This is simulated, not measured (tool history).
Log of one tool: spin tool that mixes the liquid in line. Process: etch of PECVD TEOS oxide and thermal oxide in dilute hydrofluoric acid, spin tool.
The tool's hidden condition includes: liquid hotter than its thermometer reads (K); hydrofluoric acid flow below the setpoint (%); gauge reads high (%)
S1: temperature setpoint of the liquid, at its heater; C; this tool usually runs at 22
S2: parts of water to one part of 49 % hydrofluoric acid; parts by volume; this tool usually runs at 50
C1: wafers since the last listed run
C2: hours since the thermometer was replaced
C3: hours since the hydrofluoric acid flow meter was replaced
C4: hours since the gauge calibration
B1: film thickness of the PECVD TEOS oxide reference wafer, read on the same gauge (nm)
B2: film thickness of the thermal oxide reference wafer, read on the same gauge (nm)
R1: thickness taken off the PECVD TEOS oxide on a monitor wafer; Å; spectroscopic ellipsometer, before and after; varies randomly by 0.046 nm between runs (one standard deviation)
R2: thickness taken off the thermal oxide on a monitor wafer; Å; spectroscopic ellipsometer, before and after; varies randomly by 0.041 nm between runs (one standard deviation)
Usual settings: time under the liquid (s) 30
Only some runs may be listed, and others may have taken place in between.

{"run": 1, "hour": 0.0, "S1": 22, "S2": 50, "time under the liquid (s)": 30, "C1": 0, "C2": 218.9, "C3": 556, "C4": 216.8, "B1": 39.99, "B2": 80.016, "R1": 85.1, "R2": 26.75}
{"run": 2, "hour": 73.8, "S1": 22, "S2": 50, "time under the liquid (s)": 30, "C1": 781, "C2": 292.7, "C3": 629.8, "C4": 290.6, "B1": 39.97, "B2": 80.01, "R1": 84.1, "R2": 26.11}
{"hour": 135.7, "done": "hydrofluoric acid flow meter replaced"}
{"run": 3, "hour": 168.8, "S1": 22, "S2": 50, "time under the liquid (s)": 40, "C1": 995, "C2": 387.7, "C3": 33.1, "C4": 385.6, "B1": 39.96, "B2": 80, "R1": 114.9, "R2": 36.25}
{"run": 4, "hour": 228.5, "S1": 22, "S2": 50, "time under the liquid (s)": 15, "C1": 632, "C2": 447.4, "C3": 92.8, "C4": 445.3, "B1": 40.02, "B2": 80.004, "R1": 43.4, "R2": 13.24}
{"run": 5, "hour": 333.7, "S1": 17.5, "S2": 35, "time under the liquid (s)": 50, "C1": 1114, "C2": 552.6, "C3": 198, "C4": 550.5, "B1": 39.98, "B2": 79.954, "R1": 171.9, "R2": 53.98}
{"run": 6, "hour": 419.8, "S1": 22, "S2": 50, "time under the liquid (s)": 30, "C1": 912, "C2": 638.7, "C3": 284.1, "C4": 636.6, "B1": 40, "B2": 80.014, "R1": 86.4, "R2": 25.83}
{"run": 7, "hour": 520.3, "S1": 23.5, "S2": 60, "time under the liquid (s)": 15, "C1": 1064, "C2": 739.2, "C3": 384.6, "C4": 737.1, "B1": 39.95, "B2": 80.005, "R1": 37.7, "R2": 11.58}
{"run": 8, "hour": 565.7, "S1": 22, "S2": 50, "time under the liquid (s)": 30, "C1": 480, "C2": 784.6, "C3": 430, "C4": 782.5, "B1": 40.02, "B2": 80.014, "R1": 84.3, "R2": 25.74}
{"run": 9, "hour": 710.6, "S1": 24.5, "S2": 50, "time under the liquid (s)": 45, "C1": 1535, "C2": 929.5, "C3": 574.9, "C4": 927.4, "B1": 39.97, "B2": 80.014, "R1": 141, "R2": 44.32}
{"run": 10, "hour": 779.8, "S1": 22, "S2": 50, "time under the liquid (s)": 30, "C1": 733, "C2": 998.7, "C3": 644.1, "C4": 996.6, "B1": 40.03, "B2": 79.979, "R1": 84, "R2": 25.58}
{"run": 11, "hour": 872.8, "S1": 17, "S2": 30, "time under the liquid (s)": 20, "C1": 985, "C2": 1091.7, "C3": 737.1, "C4": 1089.6, "B1": 39.96, "B2": 80.019, "R1": 77.1, "R2": 23.43}
{"hour": 939.5, "done": "hydrofluoric acid flow meter replaced"}
{"run": 12, "hour": 952.5, "S1": 17, "S2": 30, "time under the liquid (s)": 20, "C1": 833, "C2": 1171.4, "C3": 13, "C4": 1169.3, "B1": 40, "B2": 80.017, "R1": 79.8, "R2": 24.28}
{"run": 13, "hour": 1033.4, "S1": 24.5, "S2": 55, "time under the liquid (s)": 40, "C1": 857, "C2": 1252.3, "C3": 93.9, "C4": 1250.2, "B1": 40.01, "B2": 80.003, "R1": 115.4, "R2": 36.75}
{"run": 14, "hour": 1078.9, "S1": 20.5, "S2": 65, "time under the liquid (s)": 30, "C1": 482, "C2": 1297.8, "C3": 139.4, "C4": 1295.7, "B1": 40, "B2": 80.011, "R1": 61.4, "R2": 19.17}
{"run": 15, "hour": 1153.0, "S1": 17.5, "S2": 70, "time under the liquid (s)": 45, "C1": 785, "C2": 1371.9, "C3": 213.5, "C4": 1369.8, "B1": 40, "B2": 79.988, "R1": 75.1, "R2": 23.36}
{"run": 16, "hour": 1245.3, "S1": 26, "S2": 40, "time under the liquid (s)": 15, "C1": 977, "C2": 1464.2, "C3": 305.8, "C4": 1462.1, "B1": 39.99, "B2": 80.005, "R1": 63.9, "R2": 20.05}
{"run": 17, "hour": 1331.5, "S1": 22, "S2": 50, "time under the liquid (s)": 45, "C1": 913, "C2": 1550.4, "C3": 392, "C4": 1548.3, "B1": 39.95, "B2": 80.011, "R1": 127.3, "R2": 40.49}

What does the tool deliver on the next run?
{"hour": 1424.4, "done": "thermometer replaced"}
{"run": 18, "hour": 1479.3, "S1": 22, "S2": 50, "time under the liquid (s)": 30, "C1": 1555, "C2": 54.9, "C3": 539.8, "C4": 1696.1, "B1": "?", "B2": "?", "R1": "?", "R2": "?"}

Run 18 gave B1 40, B2 79.99, R1 84.6 Å, R2 26.02 Å.
Take away the tool's hidden state, keep the run-to-run variation as it was, and the same run would have given R1 87.6 Å, R2 26.93 Å.
